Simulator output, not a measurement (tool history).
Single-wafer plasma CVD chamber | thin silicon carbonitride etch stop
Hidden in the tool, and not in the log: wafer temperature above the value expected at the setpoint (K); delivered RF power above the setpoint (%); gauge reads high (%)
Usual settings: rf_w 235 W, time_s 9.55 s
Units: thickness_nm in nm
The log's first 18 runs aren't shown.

run	hour	rf_w	time_s	wafers since the last listed run	hours since the last thermocouple change	hours since the last RF generator calibration	hours since the showerhead was replaced	hours since the gauge calibration	read-back reference wafer on the same gauge, thickness_nm	thickness_nm
19	629.8	235	9.55	1506	172.5	269.1	266.6	397	5.287	5.605
20	658.7	235	9.55	584	201.4	298	295.5	425.9	5.287	5.584
# hour 666.1: gauge calibrated
21	686.8	270	8.94	568	229.5	326.1	323.6	20.7	5.289	5.503
22	702	235	9.55	307	244.7	341.3	338.8	35.9	5.285	5.611
23	732.7	220	10.87	620	275.4	372	369.5	66.6	5.291	6.234
24	752	235	9.55	390	294.7	391.3	388.8	85.9	5.288	5.592
25	785.4	190	10.91	675	328.1	424.7	422.2	119.3	5.292	5.951
26	807.6	205	7.79	448	350.3	446.9	444.4	141.5	5.294	4.356
27	832.4	260	8.78	501	375.1	471.7	469.2	166.3	5.29	5.319
28	854.8	270	8.46	452	397.5	494.1	491.6	188.7	5.292	5.184
29	882.6	200	9.55	562	425.3	521.9	519.4	216.5	5.291	5.325
30	910.5	235	9.55	564	453.2	549.8	547.3	244.4	5.287	5.545
31	941.8	235	9.55	632	484.5	581.1	578.6	275.7	5.287	5.581
32	966.9	190	11.28	507	509.6	606.2	603.7	300.8	5.288	6.14

Forecast each of these 4 alternatives for the next run:
A	967.3	280	9.55	8	510	606.6	604.1	301.2	?	?
B	967.3	235	10.46	8	510	606.6	604.1	301.2	?	?
C	967.3	280	7.71	8	510	606.6	604.1	301.2	?	?
D	967.3	260	10.21	8	510	606.6	604.1	301.2	?	?

run	read-back reference wafer on the same gauge, thickness_nm	thickness_nm
A	5.289	5.873
B	5.289	6.08
C	5.289	4.741
D	5.289	6.131
Without the tool's hidden state the same runs would have given:
run	thickness_nm
A	5.931
B	6.14
C	4.788
D	6.192

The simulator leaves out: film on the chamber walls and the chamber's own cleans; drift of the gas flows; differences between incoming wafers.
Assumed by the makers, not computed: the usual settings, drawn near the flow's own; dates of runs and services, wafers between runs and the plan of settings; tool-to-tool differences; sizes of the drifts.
